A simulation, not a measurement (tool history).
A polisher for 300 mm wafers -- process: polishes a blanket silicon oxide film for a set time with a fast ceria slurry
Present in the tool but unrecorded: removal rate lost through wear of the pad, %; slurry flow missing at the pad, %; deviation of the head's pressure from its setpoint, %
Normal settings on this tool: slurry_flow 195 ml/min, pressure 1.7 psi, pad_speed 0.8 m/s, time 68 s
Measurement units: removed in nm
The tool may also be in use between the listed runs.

| run | day | slurry_flow | pressure | pad_speed | time | wafers since the last listed run | wafers polished on this pad | hours since the slurry nozzle was cleaned | hours since the head pressure was calibrated | incoming thickness of the incoming film, nm | removed |
|---|---|---|---|---|---|---|---|---|---|---|---|
| 1 | 0 | 195 | 1.7 | 0.8 | 68 | 0 | 6 | 150.8 | 1123.3 | 1575 | 417.5 |
| 2 | 0.258 | 195 | 1.7 | 0.8 | 68 | 74 | 80 | 157 | 1129.5 | 1551.1 | 421.5 |
| 3 | 0.675 | 195 | 1.7 | 0.8 | 68 | 120 | 201 | 167 | 1139.5 | 1564.9 | 420.1 |
| 4 | 1.35 | 195 | 1.7 | 0.8 | 68 | 195 | 396 | 183.2 | 1155.7 | 1574.9 | 411.9 |
| 5 | 2.062 | 195 | 1.7 | 0.8 | 68 | 205 | 602 | 200.3 | 1172.8 | 1576.2 | 401.4 |
|  | 2.521 | slurry nozzle cleaned |
| 6 | 2.708 | 195 | 1.7 | 0.8 | 68 | 174 | 776 | 4.5 | 1188.3 | 1579 | 400.2 |
| 7 | 4.792 | 195 | 1.7 | 0.8 | 68 | 602 | 1378 | 54.5 | 1238.3 | 1590.9 | 388.6 |
| 8 | 5.254 | 195 | 1.9 | 0.8 | 68 | 133 | 1512 | 65.6 | 1249.4 | 1558 | 418.5 |
| 9 | 5.612 | 195 | 1.9 | 0.8 | 68 | 103 | 1615 | 74.2 | 1258 | 1606.1 | 412.3 |
|  | 5.904 | worn pad replaced by a new one |
| 10 | 6.229 | 195 | 1.9 | 0.8 | 68 | 130 | 94 | 89 | 1272.8 | 1590.2 | 466.7 |
| 11 | 6.496 | 195 | 1.7 | 0.8 | 68 | 77 | 171 | 95.4 | 1279.2 | 1597.6 | 417.6 |
| 12 | 7.133 | 195 | 1.7 | 0.8 | 68 | 184 | 355 | 110.7 | 1294.5 | 1557.6 | 408.8 |
| 13 | 7.675 | 195 | 1.7 | 0.8 | 68 | 156 | 512 | 123.7 | 1307.5 | 1573.4 | 411.4 |
| 14 | 8.308 | 195 | 1.7 | 0.8 | 68 | 183 | 695 | 138.9 | 1322.7 | 1547.6 | 396.6 |
| 15 | 8.958 | 195 | 1.7 | 0.8 | 68 | 187 | 883 | 154.5 | 1338.3 | 1577.6 | 394.1 |
| 16 | 9.592 | 195 | 1.7 | 0.8 | 68 | 183 | 1066 | 169.7 | 1353.5 | 1600.9 | 398.3 |
|  | 10.05 | head pressure recalibrated |
| 17 | 10.1 | 250 | 2 | 0.56 | 52 | 122 | 1188 | 181.9 | 1.2 | 1580.8 | 252.2 |
|  | 10.508 | worn pad replaced by a new one |
| 18 | 10.612 | 195 | 1.7 | 0.8 | 68 | 99 | 29 | 194.2 | 13.5 | 1590.4 | 417.5 |
| 19 | 11.162 | 175 | 1.4 | 0.8 | 86 | 158 | 188 | 207.4 | 26.7 | 1577.3 | 434.2 |
| 20 | 11.683 | 195 | 2.1 | 0.8 | 68 | 150 | 339 | 219.9 | 39.2 | 1567.5 | 519 |
|  | 12.308 | slurry nozzle cleaned |
| 21 | 12.358 | 245 | 1.7 | 0.8 | 68 | 183 | 522 | 1.2 | 55.4 | 1556.4 | 418.6 |
| 22 | 12.696 | 195 | 1.7 | 0.8 | 68 | 97 | 619 | 9.3 | 63.5 | 1589.5 | 407.7 |
| 23 | 13.271 | 195 | 1.7 | 0.8 | 68 | 166 | 785 | 23.1 | 77.3 | 1573.4 | 407.8 |
| 24 | 13.9 | 140 | 1.4 | 0.8 | 68 | 181 | 967 | 38.2 | 92.4 | 1595.4 | 310.8 |
| 25 | 14.621 | 175 | 1.7 | 0.8 | 68 | 208 | 1175 | 55.5 | 109.7 | 1585.5 | 385.7 |
|  | 15.217 | worn pad replaced by a new one |
| 26 | 15.288 | 195 | 1.7 | 0.8 | 68 | 144 | 20 | 71.5 | 125.7 | 1550.2 | 422.9 |
| 27 | 16.004 | 195 | 1.7 | 0.8 | 68 | 207 | 227 | 88.7 | 142.9 | 1567.3 | 423.6 |
| 28 | 16.5 | 155 | 1.9 | 0.9 | 88 | 143 | 370 | 100.6 | 154.8 | 1548.8 | 642.2 |
| 29 | 17.171 | 220 | 1.9 | 1.02 | 59 | 193 | 564 | 116.7 | 170.9 | 1572.4 | 511.8 |
| 30 | 17.446 | 195 | 1.3 | 0.72 | 68 | 79 | 643 | 123.3 | 177.5 | 1573.7 | 283.5 |
| 31 | 17.912 | 195 | 1.7 | 0.8 | 46 | 134 | 778 | 134.5 | 188.7 | 1578.9 | 273.9 |
| 32 | 18.608 | 195 | 1.5 | 0.8 | 68 | 201 | 979 | 151.2 | 205.4 | 1587.6 | 345.6 |
| 33 | 19.342 | 235 | 1.9 | 0.8 | 77 | 211 | 1191 | 168.8 | 223 | 1606.9 | 507.4 |
| 34 | 19.783 | 155 | 1.5 | 0.64 | 80 | 127 | 1319 | 179.4 | 233.6 | 1588.3 | 319 |
| 35 | 20.258 | 195 | 1.7 | 0.8 | 68 | 137 | 1456 | 190.8 | 245 | 1607 | 385.9 |
|  | 20.821 | worn pad replaced by a new one |
| 36 | 20.867 | 225 | 1.7 | 0.8 | 68 | 127 | 13 | 205.4 | 259.6 | 1580.7 | 431.5 |
| 37 | 21.142 | 195 | 1.7 | 0.8 | 68 | 79 | 93 | 212 | 266.2 | 1567 | 420.6 |
| 38 | 21.412 | 195 | 2.1 | 0.58 | 46 | 78 | 171 | 218.5 | 272.7 | 1592.9 | 255.9 |

Branching from run 38: 3 alternative next runs. What would each branch give?
| A | 21.429 | 195 | 1.7 | 0.8 | 68 | 4 | 176 | 218.9 | 273.1 | 1570.8 | ? |
| B | 21.429 | 265 | 1.7 | 0.8 | 87 | 4 | 176 | 218.9 | 273.1 | 1570.8 | ? |
| C | 21.429 | 195 | 2.3 | 0.8 | 76 | 4 | 176 | 218.9 | 273.1 | 1570.8 | ? |

| run | removed |
|---|---|
| A | 422.7 |
| B | 558.6 |
| C | 639.2 |
Without the tool's unlogged condition, the same runs would have read:
| run | removed |
|---|---|
| A | 429.5 |
| B | 567.5 |
| C | 649.4 |
